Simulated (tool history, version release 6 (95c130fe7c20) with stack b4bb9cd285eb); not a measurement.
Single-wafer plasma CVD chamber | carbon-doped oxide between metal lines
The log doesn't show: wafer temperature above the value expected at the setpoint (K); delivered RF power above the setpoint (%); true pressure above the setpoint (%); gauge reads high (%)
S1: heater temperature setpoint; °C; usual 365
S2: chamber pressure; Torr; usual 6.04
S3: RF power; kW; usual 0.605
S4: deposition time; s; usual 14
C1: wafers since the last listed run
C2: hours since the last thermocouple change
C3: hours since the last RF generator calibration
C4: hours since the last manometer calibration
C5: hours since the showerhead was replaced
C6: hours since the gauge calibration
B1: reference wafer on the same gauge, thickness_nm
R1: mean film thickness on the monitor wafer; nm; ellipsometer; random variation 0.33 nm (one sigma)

run	hour	S1	S2	S3	S4	C1	C2	C3	C4	C5	C6	B1	R1
1	0	365	6.04	0.605	14	0	1270.2	352.8	1381.5	2962.5	2289	75.633	78.85
# hour 74.3: capacitance manometer re-zeroed and calibrated
2	91.9	365	6.04	0.605	14	2218	1362.1	444.7	17.6	3054.4	2380.9	75.436	78.252
3	194.9	365	6.04	0.605	14	2723	1465.1	547.7	120.6	3157.4	2483.9	75.54	77.712
# hour 204.5: gauge calibrated
4	234	365	6.04	0.605	14	1033	1504.2	586.8	159.7	3196.5	29.5	75.634	77.501
5	281.5	359	6.04	0.605	14	1255	1551.7	634.3	207.2	3244	77	75.68	78.936
6	385.9	365	4.87	0.49	12.4	2760	1656.1	738.7	311.6	3348.4	181.4	75.55	59.134
7	426.5	365	6.04	0.605	14	1073	1696.7	779.3	352.2	3389	222	75.728	77.062
# hour 477.2: RF generator calibrated
8	477.7	365	6.04	0.605	14	1142	1747.9	0.5	403.4	3440.2	273.2	75.83	79.704
9	516.4	365	6.04	0.605	14	1023	1786.6	39.2	442.1	3478.9	311.9	75.625	79.632
10	572.1	375	6.04	0.605	16.4	1472	1842.3	94.9	497.8	3534.6	367.6	75.56	90.847
11	651.9	365	6.04	0.605	14	2109	1922.1	174.7	577.6	3614.4	447.4	75.538	78.89
12	857.9	365	6.04	0.7	14	5446	2128.1	380.7	783.6	3820.4	653.4	75.588	85.949
13	961.2	355	6.04	0.545	14.9	2731	2231.4	484	886.9	3923.7	756.7	75.573	80.217
14	1033.4	365	6.6	0.605	14	1908	2303.6	556.2	959.1	3995.9	828.9	75.762	78.353
15	1105.9	375	6.81	0.535	14	1916	2376.1	628.7	1031.6	4068.4	901.4	75.679	70.632
# hour 1146: thermocouple changed; heater temperature recalibrated
16	1151.8	373	7.5	0.69	14	1002	5.8	674.6	1077.5	4114.3	947.3	75.638	82.528
# hour 1194.3: showerhead replaced
17	1198.2	365	6.04	0.53	13.3	1015	52.2	721	1123.9	3.9	993.7	75.706	68.012
18	1301.9	365	6.04	0.605	14	2741	155.9	824.7	1227.6	107.6	1097.4	75.613	77.257
19	1355.4	365	7.44	0.575	14	1414	209.4	878.2	1281.1	161.1	1150.9	75.639	75.677
# hour 1376.1: capacitance manometer re-zeroed and calibrated
# hour 1382.6: RF generator calibrated
20	1393.8	354	6.79	0.605	14	631	247.8	11.2	17.7	199.5	1189.3	75.589	82.421
21	1483.7	365	6.04	0.605	14	2376	337.7	101.1	107.6	289.4	1279.2	75.577	79.132
22	1522.6	365	6.04	0.605	14	1028	376.6	140	146.5	328.3	1318.1	75.677	78.652
23	1595.6	365	4.87	0.605	14	1930	449.6	213	219.5	401.3	1391.1	75.763	77.906
24	1656.1	365	6.04	0.605	14	1599	510.1	273.5	280	461.8	1451.6	75.597	78.906
25	1762.1	365	5.06	0.64	15.5	2802	616.1	379.5	386	567.8	1557.6	75.437	88.454
26	1811.2	379	6.04	0.505	15.8	1298	665.2	428.6	435.1	616.9	1606.7	75.549	75.357
27	2043.9	365	6.04	0.605	12.1	6152	897.9	661.3	667.8	849.6	1839.4	75.502	66.687

5 ways to go on from here, each from the tool as it stands after run 27. What would each give?
A	2044.3	365	6.04	0.605	14	10	898.3	661.7	668.2	850	1839.8	?	?
B	2044.3	379	5.48	0.605	11.7	10	898.3	661.7	668.2	850	1839.8	?	?
C	2044.3	371	6.04	0.605	14	10	898.3	661.7	668.2	850	1839.8	?	?
D	2044.3	377	5.48	0.555	13.2	10	898.3	661.7	668.2	850	1839.8	?	?
E	2044.3	365	6.04	0.575	14	10	898.3	661.7	668.2	850	1839.8	?	?

run	B1	R1
A	75.575	77.331
B	75.575	62.29
C	75.575	76.128
D	75.575	66.736
E	75.575	74.914
Without the tool's hidden state the same runs would have given:
run	R1
A	79.936
B	64.389
C	78.692
D	69.039
E	77.452

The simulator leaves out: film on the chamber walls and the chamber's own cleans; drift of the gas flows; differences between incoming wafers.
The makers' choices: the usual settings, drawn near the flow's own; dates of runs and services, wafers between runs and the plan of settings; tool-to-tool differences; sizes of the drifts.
